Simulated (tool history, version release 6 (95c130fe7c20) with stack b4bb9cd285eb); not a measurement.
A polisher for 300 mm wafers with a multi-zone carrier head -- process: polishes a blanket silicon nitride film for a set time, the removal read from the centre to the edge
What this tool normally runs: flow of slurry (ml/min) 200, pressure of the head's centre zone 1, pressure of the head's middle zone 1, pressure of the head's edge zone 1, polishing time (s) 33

run   hour  flow of slurry (ml/min)  pressure of the head's centre zone  pressure of the head's middle zone  pressure of the head's edge zone  polishing time (s)  incoming thickness of the incoming film, nm  film removed at the wafer's centre (nm)  film removed at mid-radius (nm)  film removed at the wafer's edge (nm)
  1      0                      200                                0.91                                   1                                 1                  33                                        540.9                                     59.6                             64.5                                   60.8
  2   12.5                      200                                0.91                                   1                                 1                  33                                          547                                     60.1                             63.8                                   62.1
  3   32.9                      200                                   1                                   1                                 1                  33                                        538.8                                     65.6                             61.1                                   61.5
      42.4  -- slurry nozzle cleaned
  4   49.5                      200                                   1                                   1                                 1                  33                                        537.4                                     64.7                             61.7                                   61.1
      63.1  -- centre zone pressure recalibrated
  5   85.1                      200                                   1                                   1                                 1                  33                                        532.3                                     61.6                             61.2                                   61.1
  6  100.4                      200                                   1                                1.05                                 1                  33                                        534.9                                     61.6                             63.7                                     60
  7  119.7                      200                                   1                                   1                                 1                  33                                        538.8                                     62.2                             61.2                                   59.9
     149.7  -- edge zone pressure recalibrated
  8    152                      200                                0.91                                   1                              0.92                  33                                        541.5                                     55.9                             59.3                                   56.7
  9  173.8                      140                                   1                                   1                              1.06                  33                                        547.5                                       56                             54.5                                   57.6
       180  -- worn pad replaced by a new one
 10  192.1                      200                                1.05                                   1                              0.88                  33                                        541.8                                     68.3                             63.8                                   59.4
 11  213.7                      200                                0.92                                 0.9                                 1                  33                                        547.4                                     60.2                             57.9                                     61
     265.5  -- carrier head's membrane replaced by a new one
 12  303.9                      175                                1.11                                   1                                 1                  33                                        537.4                                       69                             60.5                                   57.9
     331.3  -- worn pad replaced by a new one
 13  335.8                      200                                   1                                0.93                              1.04                  33                                        546.1                                     65.5                             58.3                                   62.5
 14  351.2                      220                                0.93                                   1                                 1                  43                                        541.7                                     80.7                             82.7                                   80.5
     376.8  -- centre zone pressure recalibrated
 15  379.2                      235                                   1                                   1                              0.93                  33                                        545.3                                     64.3                             62.3                                   59.4
 16  403.3                      180                                   1                                 1.1                                 1                  33                                        541.6                                     60.5                             63.9                                   60.9
 17  432.3                      200                                   1                                   1                                 1                  33                                        542.4                                       62                             61.5                                     59
 18  448.1                      200                                 1.1                                   1                                 1                  33                                        545.9                                       68                             60.6                                   58.8
 19  468.7                      200                                   1                                   1                              1.07                  23                                        537.1                                     43.2                             43.2                                   42.6
     493.8  -- worn pad replaced by a new one
 20  499.5                      150                                1.06                                0.95                              1.05                  33                                        533.6                                     64.5                             57.2                                   60.1
 21  533.4                      200                                   1                                   1                                 1                  33                                        535.3                                     64.9                             62.3                                     61
     542.7  -- slurry nozzle cleaned
 22  546.3                      200                                   1                                   1                                 1                  33                                        538.4                                     64.1                             62.1                                   60.9

Some steps in film removed at the wafer's centre (nm), run to run, broken into two amounts with sign: the step expected even without the hidden condition (settings, incoming material, random variation), and the rest, left for the hidden condition together with whatever gauge scatter is not in both the measured and the hidden-condition-free result:
The tool's hidden condition here consists of: removal rate lost through wear of the pad, %; slurry flow missing at the pad, %; deviation of the centre zone's pressure from its setpoint, %; deviation of the edge zone's pressure from its setpoint, %.
Run 4 -> 5: centre zone pressure recalibrated. film removed at the wafer's centre (nm) -3.1: hidden state -3.1, all else +0.
Run 9 -> 10: flow of slurry (ml/min) 140 -> 200, pressure of the head's centre zone 1 -> 1.05, pressure of the head's edge zone 1.06 -> 0.88, worn pad replaced by a new one. film removed at the wafer's centre (nm) +12.3: hidden state +3.3, all else +9.
Run 18 -> 19: pressure of the head's centre zone 1.1 -> 1, pressure of the head's edge zone 1 -> 1.07, polishing time (s) 33 -> 23. film removed at the wafer's centre (nm) -24.8: hidden state +0.5, all else -25.3.
Run 19 -> 20: flow of slurry (ml/min) 200 -> 150, pressure of the head's centre zone 1 -> 1.06, pressure of the head's middle zone 1 -> 0.95, pressure of the head's edge zone 1.07 -> 1.05, polishing time (s) 23 -> 33, worn pad replaced by a new one. film removed at the wafer's centre (nm) +21.3: hidden state +2.5, all else +18.8.
